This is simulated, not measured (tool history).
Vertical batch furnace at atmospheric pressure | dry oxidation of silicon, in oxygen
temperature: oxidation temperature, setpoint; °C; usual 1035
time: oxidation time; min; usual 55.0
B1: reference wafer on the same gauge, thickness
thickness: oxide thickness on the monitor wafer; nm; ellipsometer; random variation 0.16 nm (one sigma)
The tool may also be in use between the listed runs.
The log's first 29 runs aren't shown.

Run 30, hour 2428.9: usual settings but temperature 1016 °C; B1 57.58. Result: thickness 54.74 nm.
Run 31, hour 2495.5: usual settings; B1 57.64. Result: thickness 65.40 nm.
Run 32, hour 2556.3: usual settings but temperature 1012 °C; B1 57.65. Result: thickness 53.03 nm.
Run 33, hour 2646.8: usual settings but temperature 1014 °C, time 31.5 min; B1 57.58. Result: thickness 38.38 nm.
Run 34, hour 2684.6: usual settings but temperature 1042 °C, time 74.5 min; B1 57.60. Result: thickness 84.68 nm.
Run 35, hour 2732.8: usual settings but temperature 1015 °C, time 35.5 min; B1 57.61. Result: thickness 41.70 nm.
Run 36, hour 2785.7: usual settings but temperature 1021 °C, time 82.5 min; B1 57.62. Result: thickness 75.21 nm.
Run 37, hour 2844.8: usual settings but temperature 1055 °C, time 70.0 min; B1 57.61. Result: thickness 90.54 nm.
Run 38, hour 2922.3: usual settings but time 41.0 min; B1 57.61. Result: thickness 54.15 nm.
Run 39, hour 2999.4: usual settings but temperature 1027 °C, time 68.5 min; B1 57.60. Result: thickness 70.28 nm.

Forecast each of these 4 alternatives for the next run:
Run A, hour 3004.1: usual settings; B1 ?. Result: thickness ?.
Run B, hour 3004.1: usual settings but temperature 1055 °C, time 69.0 min; B1 ?. Result: thickness ?.
Run C, hour 3004.1: usual settings but temperature 1054 °C, time 67.0 min; B1 ?. Result: thickness ?.
Run D, hour 3004.1: usual settings but temperature 1022 °C, time 28.5 min; B1 ?. Result: thickness ?.

run     B1  thickness
  A  57.59      65.43
  B  57.59      89.67
  C  57.59      87.27
  D  57.59      38.94
Without the tool's hidden state the same runs would have given:
run  thickness
  A      64.60
  B      88.62
  C      86.24
  D      38.44

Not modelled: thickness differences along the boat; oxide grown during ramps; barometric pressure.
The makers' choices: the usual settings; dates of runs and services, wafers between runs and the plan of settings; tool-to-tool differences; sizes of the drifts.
